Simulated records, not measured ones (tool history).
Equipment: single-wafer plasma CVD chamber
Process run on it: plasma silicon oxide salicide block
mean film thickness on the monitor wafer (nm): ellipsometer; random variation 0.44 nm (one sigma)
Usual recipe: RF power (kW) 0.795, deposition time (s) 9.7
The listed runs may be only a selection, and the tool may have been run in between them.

run	day	RF power (kW)	deposition time (s)	wafers since the last listed run	hours since the last RF generator calibration	hours since the showerhead was replaced	hours since the gauge calibration	read-back reference wafer on the same gauge, thickness_nm	mean film thickness on the monitor wafer (nm)
1	0	0.795	9.7	0	670.2	5186.5	1197.1	107.009	107.855
# day 0.329: gauge calibrated
2	2.642	0.795	9.7	1941	733.6	5249.9	55.5	106.947	109.059
3	5.154	0.795	9.7	1846	793.9	5310.2	115.8	107.039	107.7
4	8.575	0.795	9.7	2513	876	5392.3	197.9	106.943	107.96
5	12.617	0.795	9.7	2970	973	5489.3	294.9	106.957	108.091
6	14.171	0.795	9.7	1142	1010.3	5526.6	332.2	106.922	107.864
7	16.567	0.795	9.7	1760	1067.8	5584.1	389.7	107.022	107.562
8	18.458	0.795	9.7	1390	1113.2	5629.5	435.1	106.934	107.514
9	22.521	0.795	9.7	2985	1210.7	5727	532.6	107.046	107.311
10	25.992	0.795	9.7	2550	1294	5810.3	615.9	106.968	106.826
11	28.754	0.795	9.7	2030	1360.3	5876.6	682.2	106.858	108.307
12	32.662	0.795	9.7	2872	1454.1	5970.4	776	106.934	107.993
13	34.992	0.795	11.18	1711	1510	6026.3	831.9	106.959	123.724
14	36.871	0.91	7.99	1380	1555.1	6071.4	877	107.043	92.227
15	41.808	0.795	9.7	3628	1673.6	6189.9	995.5	106.955	107.83
# day 45.575: showerhead replaced
16	45.675	0.945	10.68	2596	1766.4	2.4	1088.3	107.002	124.462
# day 45.958: gauge calibrated
17	47.471	0.74	10.67	1319	1809.5	45.5	36.3	107.088	116.455
18	50.542	0.795	9.01	2256	1883.2	119.2	110	107.093	98.844
19	54.6	0.795	9.7	2982	1980.6	216.6	207.4	107.004	107.254
20	56.821	0.795	9.7	1631	2033.9	269.9	260.7	106.95	107.382
# day 60.621: RF generator calibrated
21	61.142	0.755	10.61	2930	12.5	373.6	364.4	107.006	118.587
22	65.475	0.86	8.33	3184	116.5	477.6	468.4	107.007	95.317
23	67.546	0.795	9.7	1521	166.2	527.3	518.1	106.898	109.62
24	69.654	0.905	9.7	1549	216.8	577.9	568.7	107.033	114.022
25	72.512	0.795	9.7	2100	285.4	646.5	637.3	106.982	109.149
26	76.254	0.655	8.45	2749	375.2	736.3	727.1	106.963	90.164
27	77.779	0.795	9.7	1120	411.8	772.9	763.7	107.024	108.835

Each row is a separate what-if for the run after 27, all from the same tool condition, not one after another. Results?
A	77.796	0.795	9.7	12	412.2	773.3	764.1	?	?
B	77.796	0.795	8.53	12	412.2	773.3	764.1	?	?
C	77.796	0.935	11.49	12	412.2	773.3	764.1	?	?
D	77.796	0.915	10.41	12	412.2	773.3	764.1	?	?

run	read-back reference wafer on the same gauge, thickness_nm	mean film thickness on the monitor wafer (nm)
A	106.996	108.757
B	106.996	95.639
C	106.996	134.471
D	106.996	121.132
Without the tool's hidden state the same runs would have given:
run	mean film thickness on the monitor wafer (nm)
A	109.933
B	96.673
C	135.925
D	122.441

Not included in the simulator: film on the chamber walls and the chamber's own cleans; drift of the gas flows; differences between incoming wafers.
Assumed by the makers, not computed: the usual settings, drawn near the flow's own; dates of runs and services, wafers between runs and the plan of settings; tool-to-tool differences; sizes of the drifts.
